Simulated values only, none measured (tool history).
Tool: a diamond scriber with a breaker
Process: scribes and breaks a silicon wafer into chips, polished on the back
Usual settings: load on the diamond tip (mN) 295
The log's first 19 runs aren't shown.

| run | hour | load on the diamond tip (mN) | incoming depth of the damage left on the back of the incoming wafer, um | depth of the median crack under the scribed line (um) | chips rejected at inspection after the break (%) |
|---|---|---|---|---|---|
| 20 | 1315.5 | 295 | 0.04 | 13.47 | 2.74 |
| 21 | 1415.7 | 295 | 0.05 | 13.19 | 2.73 |
| 22 | 1474.3 | 329 | 0.04 | 14.31 | 5.28 |
| 23 | 1554.7 | 319 | 0.03 | 14.23 | 5.49 |
| 24 | 1658.5 | 380 | 0.03 | 15.76 | 11.42 |
|  | 1678.6 | load on the tip recalibrated, repeated, since the last time left the tool worse |
| 25 | 1712.5 | 255 | 0.04 | 11.17 | 2.56 |
| 26 | 1778.6 | 256 | 0.03 | 11.5 | 2.22 |
| 27 | 1848 | 268 | 0.03 | 11.8 | 1.6 |
|  | 1862 | diamond tip replaced by a new one |
| 28 | 1915.9 | 225 | 0.03 | 10.64 | 4.21 |
| 29 | 1986.1 | 228 | 0.02 | 10.5 | 3.86 |
| 30 | 2077 | 258 | 0.03 | 11.96 | 1.78 |
| 31 | 2349.2 | 318 | 0.04 | 13.39 | 2.84 |
| 32 | 2411.3 | 334 | 0.04 | 13.64 | 3.44 |
|  | 2414.2 | load on the tip recalibrated |
|  | 2423.3 | diamond tip replaced by a new one |
| 33 | 2450.8 | 295 | 0.04 | 12.25 | 1.57 |
| 34 | 2516.2 | 295 | 0.02 | 12.36 | 1.52 |
| 35 | 2561.6 | 295 | 0.02 | 12.13 | 1.48 |
| 36 | 2625.4 | 381 | 0.01 | 14.33 | 6 |
| 37 | 2684.4 | 330 | 0.01 | 13.36 | 2.8 |
| 38 | 2931.3 | 295 | 0.02 | 12.42 | 1.63 |
|  | 3010.4 | diamond tip replaced by a new one |
| 39 | 3035.6 | 327 | 0.04 | 13.3 | 3.17 |
| 40 | 3105.8 | 357 | 0.05 | 13.94 | 5 |
| 41 | 3183.2 | 231 | 0.03 | 11.15 | 2.96 |

3 ways to go on from here, each from the tool as it stands after run 41. What would each give?
| A | 3183.7 | 295 | 0.02 | ? | ? |
| B | 3183.7 | 350 | 0.02 | ? | ? |
| C | 3183.7 | 344 | 0.02 | ? | ? |

| run | depth of the median crack under the scribed line (um) | chips rejected at inspection after the break (%) |
|---|---|---|
| A | 12.68 | 1.66 |
| B | 14.04 | 4.48 |
| C | 13.89 | 4.06 |
Without the tool's hidden state the same runs would have given:
| run | depth of the median crack under the scribed line (um) | chips rejected at inspection after the break (%) |
|---|---|---|
| A | 12.18 | 1.41 |
| B | 13.49 | 3.01 |
| C | 13.35 | 2.7 |
